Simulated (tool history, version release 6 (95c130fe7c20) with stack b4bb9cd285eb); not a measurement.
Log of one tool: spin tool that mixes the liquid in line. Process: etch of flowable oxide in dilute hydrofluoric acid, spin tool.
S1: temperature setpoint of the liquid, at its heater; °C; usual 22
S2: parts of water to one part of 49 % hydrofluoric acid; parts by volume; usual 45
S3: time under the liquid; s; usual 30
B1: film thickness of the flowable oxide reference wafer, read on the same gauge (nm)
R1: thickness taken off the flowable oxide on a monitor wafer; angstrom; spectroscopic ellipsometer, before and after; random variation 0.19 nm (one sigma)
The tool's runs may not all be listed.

Run 1, hour 0: usual settings but S2 50 parts by volume; B1 49.98. Result: R1 178 angstrom.
Run 2, hour 106.4: usual settings but S3 35 s; B1 50.02. Result: R1 226.4 angstrom.
Run 3, hour 149.4: usual settings but S3 35 s; B1 50.03. Result: R1 228.3 angstrom.
At hour 169.3: thermometer replaced.
Run 4, hour 249.3: usual settings; B1 50.01. Result: R1 205 angstrom.
Run 5, hour 302.3: usual settings; B1 49.97. Result: R1 205.2 angstrom.
Run 6, hour 404.5: usual settings; B1 50. Result: R1 201.6 angstrom.
Run 7, hour 443.8: usual settings; B1 50. Result: R1 202.6 angstrom.
Run 8, hour 484.4: usual settings; B1 50.01. Result: R1 197.6 angstrom.
Run 9, hour 589.2: usual settings; B1 50. Result: R1 200.4 angstrom.
Run 10, hour 661.5: usual settings; B1 50.01. Result: R1 198.8 angstrom.
Run 11, hour 748: usual settings but S3 40 s; B1 49.99. Result: R1 259.6 angstrom.
At hour 766.7: thermometer replaced.
Run 12, hour 820.9: usual settings but S3 40 s; B1 49.99. Result: R1 272.9 angstrom.
Run 13, hour 860.6: usual settings but S3 40 s; B1 50.01. Result: R1 271.8 angstrom.
At hour 922.8: gauge calibrated.
Run 14, hour 940.9: usual settings but S1 21 °C; B1 50.01. Result: R1 193.4 angstrom.
Run 15, hour 1027.5: usual settings but S1 17.5 °C, S3 35 s; B1 50. Result: R1 193.5 angstrom.
At hour 1081.7: hydrofluoric acid flow meter replaced.
Run 16, hour 1085.5: usual settings; B1 50.03. Result: R1 197.5 angstrom.
Run 17, hour 1165: usual settings but S3 15 s; B1 49.99. Result: R1 99.3 angstrom.
Run 18, hour 1247.8: usual settings; B1 50.01. Result: R1 197.6 angstrom.
Run 19, hour 1292.5: usual settings but S1 24.5 °C, S2 60 parts by volume, S3 15 s; B1 49.99. Result: R1 80.6 angstrom.
Run 20, hour 1335.3: usual settings but S1 17.5 °C, S2 35 parts by volume, S3 15 s; B1 49.99. Result: R1 104.9 angstrom.
Run 21, hour 1394.7: usual settings; B1 49.98. Result: R1 192.4 angstrom.
At hour 1424: thermometer replaced.
Run 22, hour 1466.9: usual settings but S1 26.5 °C, S2 35 parts by volume, S3 20 s; B1 50. Result: R1 214.3 angstrom.
Run 23, hour 1569: usual settings but S2 35 parts by volume; B1 49.97. Result: R1 259.4 angstrom.
Run 24, hour 1668.2: usual settings but S1 25 °C, S3 20 s; B1 49.97. Result: R1 153.8 angstrom.
Run 25, hour 1746.1: usual settings but S1 20.5 °C; B1 50. Result: R1 187.6 angstrom.
Run 26, hour 1840.6: usual settings but S1 19 °C; B1 49.98. Result: R1 173.1 angstrom.
Run 27, hour 1936.4: usual settings but S1 26.5 °C, S2 35 parts by volume, S3 15 s; B1 50. Result: R1 154.4 angstrom.
At hour 1970.2: thermometer replaced.
Run 28, hour 2032.6: usual settings but S3 20 s; B1 50. Result: R1 135.9 angstrom.

4 ways to go on from here, each from the tool as it stands after run 28. What would each give?
Run A, hour 2033: usual settings; B1 ?. Result: R1 ?.
Run B, hour 2033: usual settings but S1 27 °C, S2 55 parts by volume, S3 15 s; B1 ?. Result: R1 ?.
Run C, hour 2033: usual settings but S1 20 °C, S2 55 parts by volume; B1 ?. Result: R1 ?.
Run D, hour 2033: usual settings but S1 25.5 °C, S3 45 s; B1 ?. Result: R1 ?.

run     B1     R1
  A  50.02  200.2
  B  50.02   99.2
  C  50.02  148.7
  D  50.02  347.2
Without the tool's hidden state the same runs would have given:
run     R1
  A  202.1
  B  100.1
  C  150.1
  D  350.5

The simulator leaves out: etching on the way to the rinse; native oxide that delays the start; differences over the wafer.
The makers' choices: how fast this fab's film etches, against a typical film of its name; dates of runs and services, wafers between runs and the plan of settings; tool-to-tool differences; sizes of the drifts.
